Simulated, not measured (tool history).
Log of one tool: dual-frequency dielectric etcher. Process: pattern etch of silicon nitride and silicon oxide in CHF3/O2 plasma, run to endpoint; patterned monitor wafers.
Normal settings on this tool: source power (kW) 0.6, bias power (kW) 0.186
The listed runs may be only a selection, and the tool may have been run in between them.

run    hour  source power (kW)  bias power (kW)  wafers since the last listed run  hours since the last wet clean  hours since the last source power generator calibration  hours since the last bias power generator calibration  hours since the last upper electrode change  incoming incoming film thickness, nm  endpoint time (s)
  1       0                0.6            0.186                                 0                           233.2                                                   1506.8                                                 2862.6                                       2927.2                                 262.1              184.6
  2    70.4                0.6            0.186                               562                           303.6                                                   1577.2                                                   2933                                       2997.6                                 263.4              185.1
  3     110                0.6            0.186                               316                           343.2                                                   1616.8                                                 2972.6                                       3037.2                                 262.3              184.2
  4   180.3                0.6            0.186                               562                           413.5                                                   1687.1                                                 3042.9                                       3107.5                                 261.7                185
      244.1  -- wet clean of the chamber
  5   249.7                0.6            0.186                               362                             5.6                                                   1756.5                                                 3112.3                                       3176.9                                 265.6              188.6
      303.6  -- upper electrode replaced
  6   304.1                0.6            0.186                               243                              60                                                   1810.9                                                 3166.7                                          0.5                                 263.7                187
  7   343.9                0.6            0.186                               318                            99.8                                                   1850.7                                                 3206.5                                         40.3                                   265              186.6
  8   407.9                0.6            0.158                               511                           163.8                                                   1914.7                                                 3270.5                                        104.3                                 264.3                204
  9   433.1                0.6            0.158                               201                             189                                                   1939.9                                                 3295.7                                        129.5                                 264.6              202.3
 10   464.3                0.6            0.186                               249                           220.2                                                   1971.1                                                 3326.9                                        160.7                                 264.5              186.7
 11   512.7               0.49            0.186                               386                           268.6                                                   2019.5                                                 3375.3                                        209.1                                 264.3              201.8
 12     577               0.49            0.186                               514                           332.9                                                   2083.8                                                 3439.6                                        273.4                                   266              200.9
 13   615.9               0.49            0.186                               311                           371.8                                                   2122.7                                                 3478.5                                        312.3                                 262.6              201.1
      662.8  -- wet clean of the chamber
 14     676               0.73            0.153                               288                            13.2                                                   2182.8                                                 3538.6                                        372.4                                   266              192.8
 15   746.8               0.49            0.207                               566                              84                                                   2253.6                                                 3609.4                                        443.2                                 265.8              192.7
 16   792.9               0.55            0.209                               368                           130.1                                                   2299.7                                                 3655.5                                        489.3                                 264.1              183.8
 17     834               0.74            0.225                               328                           171.2                                                   2340.8                                                 3696.6                                        530.4                                   267              158.8
 18   893.3               0.71            0.147                               474                           230.5                                                   2400.1                                                 3755.9                                        589.7                                 261.1              195.6
 19   984.5               0.55            0.144                               729                           321.7                                                   2491.3                                                 3847.1                                        680.9                                 260.1              218.3
     1024.3  -- source power generator calibrated
     1070.8  -- wet clean of the chamber
 20  1071.3                0.6            0.143                               470                             0.5                                                       47                                                 3933.9                                        767.7                                 262.9              210.3
 21  1096.3                0.6            0.186                               199                            25.5                                                       72                                                 3958.9                                        792.7                                 265.4              185.4
 22  1150.4               0.49            0.164                               432                            79.6                                                    126.1                                                   4013                                        846.8                                 261.6              209.1
 23  1208.4               0.65             0.21                               463                           137.6                                                    184.1                                                   4071                                        904.8                                 263.1              167.5
 24  1256.5               0.52            0.225                               384                           185.7                                                    232.2                                                 4119.1                                        952.9                                 263.4              175.1
 25  1305.6                0.6            0.186                               392                           234.8                                                    281.3                                                 4168.2                                         1002                                 261.7              183.4
     1317.5  -- bias power generator calibrated
 26  1349.4               0.52            0.186                               318                           278.6                                                    325.1                                                   31.9                                       1045.8                                 263.4              193.7
 27    1376               0.64            0.229                               212                           305.2                                                    351.7                                                   58.5                                       1072.4                                 264.9              161.8
 28  1402.7                0.6            0.186                               213                           331.9                                                    378.4                                                   85.2                                       1099.1                                 268.2              188.5
 29  1428.1                0.7            0.156                               203                           357.3                                                    403.8                                                  110.6                                       1124.5                                 261.2              188.2
 30    1472               0.72            0.219                               350                           401.2                                                    447.7                                                  154.5                                       1168.4                                 264.3              158.2
     1535.4  -- wet clean of the chamber
 31  1535.9               0.54            0.158                               319                             0.5                                                    511.6                                                  218.4                                       1232.3                                 263.9              208.3
 32  1664.1               0.52            0.223                              1024                           128.7                                                    639.8                                                  346.6                                       1360.5                                 264.9              178.6
 33  1735.3               0.55            0.209                               569                           199.9                                                      711                                                  417.8                                       1431.7                                 264.8              179.7
 34  1780.9               0.53            0.164                               364                           245.5                                                    756.6                                                  463.4                                       1477.3                                 265.4              207.4

Predict each of these 5 candidate next runs independently; none follows another, all start after run 34:
  A  1781.4                0.6            0.204                                 3                             246                                                    757.1                                                  463.9                                       1477.8                                 263.6                  ?
  B  1781.4               0.75            0.211                                 3                             246                                                    757.1                                                  463.9                                       1477.8                                 263.6                  ?
  C  1781.4                0.7            0.199                                 3                             246                                                    757.1                                                  463.9                                       1477.8                                 263.6                  ?
  D  1781.4               0.48            0.172                                 3                             246                                                    757.1                                                  463.9                                       1477.8                                 263.6                  ?
  E  1781.4                0.6            0.157                                 3                             246                                                    757.1                                                  463.9                                       1477.8                                 263.6                  ?

run  endpoint time (s)
  A              176.5
  B              159.6
  C              168.6
  D              209.7
  E              202.2
Without the tool's hidden state the same runs would have given:
run  endpoint time (s)
  A              175.6
  B              158.8
  C              167.8
  D              208.7
  E              201.2
